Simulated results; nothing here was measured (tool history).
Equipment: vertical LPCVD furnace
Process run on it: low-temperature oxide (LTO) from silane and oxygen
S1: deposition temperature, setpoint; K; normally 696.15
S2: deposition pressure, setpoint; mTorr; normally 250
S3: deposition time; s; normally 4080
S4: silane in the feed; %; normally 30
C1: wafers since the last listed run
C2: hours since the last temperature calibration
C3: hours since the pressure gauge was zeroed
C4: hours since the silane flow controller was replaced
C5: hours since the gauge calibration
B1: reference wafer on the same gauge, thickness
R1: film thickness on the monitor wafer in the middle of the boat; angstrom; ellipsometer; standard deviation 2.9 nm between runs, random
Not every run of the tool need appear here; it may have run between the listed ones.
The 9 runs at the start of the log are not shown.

run    hour      S1   S2    S3  S4   C1      C2      C3      C4      C5      B1       R1
      397.9  -- gauge calibrated
 10   437.7  704.15  250  5640  30  481    90.7    53.3   550.8    39.8  598.05  10017.8
 11   485.1  690.15  250  4980  26  485   138.1   100.7   598.2    87.2  598.77   6084.4
 12   519.8  696.15  250  4080  28  355   172.8   135.4   632.9   121.9  597.38   5989.7
 13   548.2  702.15  225  4080  33  291   201.2   163.8   661.3   150.3  598.40   7171.4
 14   573.9  696.15  250  4080  30  263   226.9   189.5   687.0   176.0  598.08   6517.6
 15   600.9  696.15  200  3240  30  276   253.9   216.5   714.0   203.0  597.95   4156.7
 16   671.2  686.15  220  4080  27  720   324.2   286.8   784.3   273.3  597.75   4382.4
 17   698.4  696.15  250  4080  30  278   351.4   314.0   811.5   300.5  598.54   6520.2
 18   731.7  696.15  250  4080  33  341   384.7   347.3   844.8   333.8  597.83   7444.1
 19   756.7  699.15  295  4080  30  256   409.7   372.3   869.8   358.8  598.11   8004.7
 20   815.9  696.15  250  4080  30  606   468.9   431.5   929.0   418.0  598.13   6504.6
 21   878.1  696.15  250  4080  30  637   531.1   493.7   991.2   480.2  597.70   6502.1
 22   930.7  696.15  290  5430  30  539   583.7   546.3  1043.8   532.8  597.92  10057.0
 23   985.7  696.15  250  5010  30  563   638.7   601.3  1098.8   587.8  598.29   7977.4
 24  1013.3  696.15  310  4080  30  282   666.3   628.9  1126.4   615.4  598.36   8042.5
 25  1078.1  696.15  250  2640  30  664   731.1   693.7  1191.2   680.2  598.17   4175.2
 26  1126.3  685.15  265  4080  30  494   779.3   741.9  1239.4   728.4  597.79   6097.3
 27  1194.7  690.15  250  4980  26  701   847.7   810.3  1307.8   796.8  597.56   5938.5
 28  1239.7  691.15  275  4080  30  461   892.7   855.3  1352.8   841.8  598.12   6712.6
 29  1298.2  696.15  250  4080  30  599   951.2   913.8  1411.3   900.3  597.96   6462.6
 30  1351.4  696.15  250  4080  28  545  1004.4   967.0  1464.5   953.5  597.84   5839.5
 31  1410.4  690.15  250  4740  30  604  1063.4  1026.0  1523.5  1012.5  598.84   6899.3

Predict each of these 4 candidate next runs independently; none follows another, all start after run 31:
  A  1415.6  696.15  205  4080  30  53  1068.6  1031.2  1528.7  1017.7   ?   ?
  B  1415.6  696.15  250  3120  30  53  1068.6  1031.2  1528.7  1017.7   ?   ?
  C  1415.6  704.15  210  4080  32  53  1068.6  1031.2  1528.7  1017.7   ?   ?
  D  1415.6  693.15  250  4080  36  53  1068.6  1031.2  1528.7  1017.7   ?   ?

run      B1      R1
  A  597.12  5248.9
  B  597.12  4924.0
  C  597.12  6409.2
  D  597.12  7968.4
Take away the tool's hidden state, keep each run's random variation, and the runs would have read:
run      R1
  A  5511.9
  B  5140.2
  C  6716.4
  D  8293.0

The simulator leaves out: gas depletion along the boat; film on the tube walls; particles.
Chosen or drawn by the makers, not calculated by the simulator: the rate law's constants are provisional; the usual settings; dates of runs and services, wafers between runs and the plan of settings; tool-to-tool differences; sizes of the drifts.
